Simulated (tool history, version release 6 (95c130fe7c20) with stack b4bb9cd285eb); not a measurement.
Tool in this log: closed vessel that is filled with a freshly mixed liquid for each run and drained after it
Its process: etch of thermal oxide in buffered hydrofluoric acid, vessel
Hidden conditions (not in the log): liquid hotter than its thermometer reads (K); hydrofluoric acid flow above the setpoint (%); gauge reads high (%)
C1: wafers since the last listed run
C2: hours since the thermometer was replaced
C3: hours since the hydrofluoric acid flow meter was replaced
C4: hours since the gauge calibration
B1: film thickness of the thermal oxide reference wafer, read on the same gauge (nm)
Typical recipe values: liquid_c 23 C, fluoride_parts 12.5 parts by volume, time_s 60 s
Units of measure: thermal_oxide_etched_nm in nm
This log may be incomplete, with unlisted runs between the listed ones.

Run 1, hour 0: usual settings; C1 0; C2 1258.8; C3 1097.8; C4 18.6; B1 80.04. Result: thermal_oxide_etched_nm 49.16 nm.
Run 2, hour 6.4: usual settings; C1 794; C2 1265.2; C3 1104.2; C4 25; B1 80. Result: thermal_oxide_etched_nm 48.53 nm.
Run 3, hour 19.1: usual settings but fluoride_parts 10.5 parts by volume, time_s 75 s; C1 1576; C2 1277.9; C3 1116.9; C4 37.7; B1 79.99. Result: thermal_oxide_etched_nm 73.39 nm.
Run 4, hour 26.8: usual settings but fluoride_parts 10.5 parts by volume, time_s 75 s; C1 956; C2 1285.6; C3 1124.6; C4 45.4; B1 80. Result: thermal_oxide_etched_nm 72.56 nm.
Run 5, hour 43.8: usual settings but fluoride_parts 10.5 parts by volume, time_s 75 s; C1 2110; C2 1302.6; C3 1141.6; C4 62.4; B1 80.02. Result: thermal_oxide_etched_nm 72.62 nm.
Run 6, hour 51: usual settings; C1 893; C2 1309.8; C3 1148.8; C4 69.6; B1 79.97. Result: thermal_oxide_etched_nm 49.35 nm.
Run 7, hour 59.9: usual settings but liquid_c 25 C, fluoride_parts 8.5 parts by volume; C1 1105; C2 1318.7; C3 1157.7; C4 78.5; B1 79.98. Result: thermal_oxide_etched_nm 79.03 nm.
Run 8, hour 72.5: usual settings but liquid_c 25 C, fluoride_parts 8.5 parts by volume; C1 1564; C2 1331.3; C3 1170.3; C4 91.1; B1 80.03. Result: thermal_oxide_etched_nm 76.49 nm.
Run 9, hour 83.4: usual settings but liquid_c 25 C, fluoride_parts 8.5 parts by volume; C1 1353; C2 1342.2; C3 1181.2; C4 102; B1 79.99. Result: thermal_oxide_etched_nm 77.59 nm.
Run 10, hour 98.6: usual settings; C1 1887; C2 1357.4; C3 1196.4; C4 117.2; B1 79.98. Result: thermal_oxide_etched_nm 49.61 nm.
At hour 112.1: thermometer replaced.
Run 11, hour 113: usual settings; C1 1663; C2 0.9; C3 1210.8; C4 131.6; B1 80.01. Result: thermal_oxide_etched_nm 49.67 nm.
Run 12, hour 126.9: usual settings but liquid_c 19.5 C, fluoride_parts 10.5 parts by volume, time_s 30 s; C1 1725; C2 14.8; C3 1224.7; C4 145.5; B1 79.99. Result: thermal_oxide_etched_nm 23.83 nm.
Run 13, hour 142.2: usual settings but liquid_c 27 C; C1 1899; C2 30.1; C3 1240; C4 160.8; B1 79.99. Result: thermal_oxide_etched_nm 62.17 nm.
Run 14, hour 154.3: usual settings but liquid_c 25.5 C; C1 1502; C2 42.2; C3 1252.1; C4 172.9; B1 79.97. Result: thermal_oxide_etched_nm 56.5 nm.
Run 15, hour 166.1: usual settings but liquid_c 20 C, fluoride_parts 14 parts by volume; C1 1465; C2 54; C3 1263.9; C4 184.7; B1 79.96. Result: thermal_oxide_etched_nm 37.63 nm.
Run 16, hour 173.9: usual settings but liquid_c 19 C, fluoride_parts 16 parts by volume, time_s 90 s; C1 968; C2 61.8; C3 1271.7; C4 192.5; B1 80.01. Result: thermal_oxide_etched_nm 46.86 nm.
Run 17, hour 190.6: usual settings but liquid_c 20.5 C, time_s 35 s; C1 2073; C2 78.5; C3 1288.4; C4 209.2; B1 80.01. Result: thermal_oxide_etched_nm 24.91 nm.
Run 18, hour 226.7: usual settings; C1 4482; C2 114.6; C3 1324.5; C4 245.3; B1 80.02. Result: thermal_oxide_etched_nm 49.61 nm.
Run 19, hour 240.9: usual settings but liquid_c 19.5 C, time_s 85 s; C1 1763; C2 128.8; C3 1338.7; C4 259.5; B1 79.99. Result: thermal_oxide_etched_nm 57.47 nm.
At hour 251: hydrofluoric acid flow meter replaced.
Run 20, hour 257.4: usual settings but fluoride_parts 8.5 parts by volume, time_s 95 s; C1 1924; C2 145.3; C3 6.4; C4 276; B1 80. Result: thermal_oxide_etched_nm 112.7 nm.
Run 21, hour 265.1: usual settings but liquid_c 26.5 C, time_s 50 s; C1 956; C2 153; C3 14.1; C4 283.7; B1 79.99. Result: thermal_oxide_etched_nm 50.29 nm.
Run 22, hour 271.2: usual settings but liquid_c 21 C, fluoride_parts 8.5 parts by volume; C1 757; C2 159.1; C3 20.2; C4 289.8; B1 80.01. Result: thermal_oxide_etched_nm 62.45 nm.
Run 23, hour 295.8: usual settings but liquid_c 18 C, fluoride_parts 11 parts by volume, time_s 30 s; C1 3054; C2 183.7; C3 44.8; C4 314.4; B1 80.01. Result: thermal_oxide_etched_nm 21.25 nm.
Run 24, hour 302.1: usual settings but liquid_c 27 C, fluoride_parts 14 parts by volume, time_s 30 s; C1 782; C2 190; C3 51.1; C4 320.7; B1 79.99. Result: thermal_oxide_etched_nm 27.38 nm.
Run 25, hour 310.1: usual settings but fluoride_parts 9 parts by volume; C1 993; C2 198; C3 59.1; C4 328.7; B1 80.02. Result: thermal_oxide_etched_nm 65.9 nm.
Run 26, hour 316.5: usual settings; C1 794; C2 204.4; C3 65.5; C4 335.1; B1 80.01. Result: thermal_oxide_etched_nm 49.69 nm.
Run 27, hour 333.5: usual settings but liquid_c 25.5 C, fluoride_parts 16 parts by volume; C1 2110; C2 221.4; C3 82.5; C4 352.1; B1 79.99. Result: thermal_oxide_etched_nm 44.34 nm.
Run 28, hour 347.6: usual settings but time_s 80 s; C1 1750; C2 235.5; C3 96.6; C4 366.2; B1 80.05. Result: thermal_oxide_etched_nm 65.24 nm.
Run 29, hour 357.8: usual settings but fluoride_parts 10.5 parts by volume, time_s 75 s; C1 1266; C2 245.7; C3 106.8; C4 376.4; B1 79.97. Result: thermal_oxide_etched_nm 73.98 nm.
Run 30, hour 369.3: usual settings but liquid_c 27 C, fluoride_parts 8 parts by volume, time_s 95 s; C1 1427; C2 257.2; C3 118.3; C4 387.9; B1 79.94. Result: thermal_oxide_etched_nm 146.55 nm.
Run 31, hour 380.3: usual settings but liquid_c 21.5 C, fluoride_parts 15 parts by volume, time_s 30 s; C1 1365; C2 268.2; C3 129.3; C4 398.9; B1 80.01. Result: thermal_oxide_etched_nm 19.04 nm.
Run 32, hour 388.4: usual settings but liquid_c 25 C, time_s 80 s; C1 1005; C2 276.3; C3 137.4; C4 407; B1 80. Result: thermal_oxide_etched_nm 74.3 nm.
At hour 394.7: gauge calibrated.
Run 33, hour 399.1: usual settings but fluoride_parts 8 parts by volume; C1 1328; C2 287; C3 148.1; C4 4.4; B1 80.04. Result: thermal_oxide_etched_nm 75.63 nm.
Run 34, hour 410.4: usual settings; C1 1403; C2 298.3; C3 159.4; C4 15.7; B1 79.96. Result: thermal_oxide_etched_nm 49.74 nm.

Forecast each of these 4 alternatives for the next run:
Run A, hour 411.1: usual settings; C1 86; C2 299; C3 160.1; C4 16.4; B1 ?. Result: thermal_oxide_etched_nm ?.
Run B, hour 411.1: usual settings but liquid_c 27.5 C, fluoride_parts 8.5 parts by volume, time_s 95 s; C1 86; C2 299; C3 160.1; C4 16.4; B1 ?. Result: thermal_oxide_etched_nm ?.
Run C, hour 411.1: usual settings but liquid_c 21 C, fluoride_parts 11 parts by volume, time_s 35 s; C1 86; C2 299; C3 160.1; C4 16.4; B1 ?. Result: thermal_oxide_etched_nm ?.
Run D, hour 411.1: usual settings but fluoride_parts 10.5 parts by volume; C1 86; C2 299; C3 160.1; C4 16.4; B1 ?. Result: thermal_oxide_etched_nm ?.

run     B1  thermal_oxide_etched_nm
  A  79.96                    49.54
  B  79.96                   141.39
  C  79.96                    29.31
  D  79.96                    58.73
The same runs, with their run-to-run variation unchanged, on a tool lacking any hidden condition would have given:
run  thermal_oxide_etched_nm
  A                    49.54
  B                   141.39
  C                    29.31
  D                    58.73

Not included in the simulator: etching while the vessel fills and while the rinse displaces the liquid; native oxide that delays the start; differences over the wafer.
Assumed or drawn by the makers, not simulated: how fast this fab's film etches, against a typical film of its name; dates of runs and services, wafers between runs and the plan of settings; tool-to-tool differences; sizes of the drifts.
